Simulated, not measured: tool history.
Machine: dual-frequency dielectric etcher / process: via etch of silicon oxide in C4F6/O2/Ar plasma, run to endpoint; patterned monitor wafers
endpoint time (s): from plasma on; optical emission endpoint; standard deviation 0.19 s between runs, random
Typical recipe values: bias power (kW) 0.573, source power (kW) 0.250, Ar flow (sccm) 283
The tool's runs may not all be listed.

run,hour,bias power (kW),source power (kW),Ar flow (sccm),"incoming incoming film thickness, nm",endpoint time (s)
1,0.0,0.573,0.250,233,84.7,22.7
2,20.5,0.573,0.250,233,84.4,22.5
3,65.3,0.573,0.250,233,83.4,22.5
4,225.3,0.573,0.250,283,84.1,23.5
5,294.7,0.573,0.250,283,84.3,23.3
6,361.4,0.573,0.250,283,85.5,24.4
# hour 381.8: bias power generator calibrated
# hour 438.0: wet clean of the chamber
7,438.5,0.573,0.250,283,83.6,21.2
8,489.6,0.573,0.250,283,84.8,21.8
9,517.8,0.573,0.270,330,83.6,21.3
10,577.3,0.573,0.250,313,84.6,22.1
11,630.0,0.573,0.220,283,84.0,22.2
# hour 652.9: Ar flow controller replaced
12,672.1,0.573,0.250,283,84.2,22.4
# hour 719.6: wet clean of the chamber, repeated, since the last time left the tool worse
13,735.8,0.573,0.250,283,84.0,22.8
14,797.6,0.496,0.250,325,84.5,25.5
# hour 847.4: upper electrode replaced
15,848.6,0.677,0.200,258,84.1,22.2
16,889.3,0.683,0.220,223,84.6,21.3
17,948.2,0.573,0.250,283,83.9,23.8
18,1006.2,0.622,0.290,255,84.1,21.7
# hour 1053.9: source power generator calibrated
19,1054.4,0.573,0.250,283,83.7,23.8
20,1086.3,0.661,0.250,283,84.4,21.8
21,1116.0,0.698,0.290,336,84.0,20.8
# hour 1143.2: wet clean of the chamber
22,1153.0,0.573,0.250,216,83.6,22.2
23,1220.7,0.573,0.250,216,84.6,22.8
24,1246.3,0.639,0.190,229,84.1,22.9
25,1308.6,0.573,0.250,283,84.6,23.4
26,1370.5,0.535,0.270,321,84.5,24.4
27,1427.4,0.573,0.250,283,83.7,23.3
28,1492.0,0.697,0.250,239,83.4,20.9

What if the next run were any one of these 5? Each begins from the tool's condition after run 28:
A,1492.4,0.491,0.250,283,83.7,?
B,1492.4,0.665,0.280,342,83.7,?
C,1492.4,0.456,0.280,320,83.7,?
D,1492.4,0.649,0.200,264,83.7,?
E,1492.4,0.573,0.220,347,83.7,?

run,endpoint time (s)
A,26.1
B,21.3
C,27.0
D,22.9
E,24.6
Had the tool no hidden state, the same runs would have come out as:
run,endpoint time (s)
A,25.2
B,20.6
C,26.0
D,22.1
E,23.8
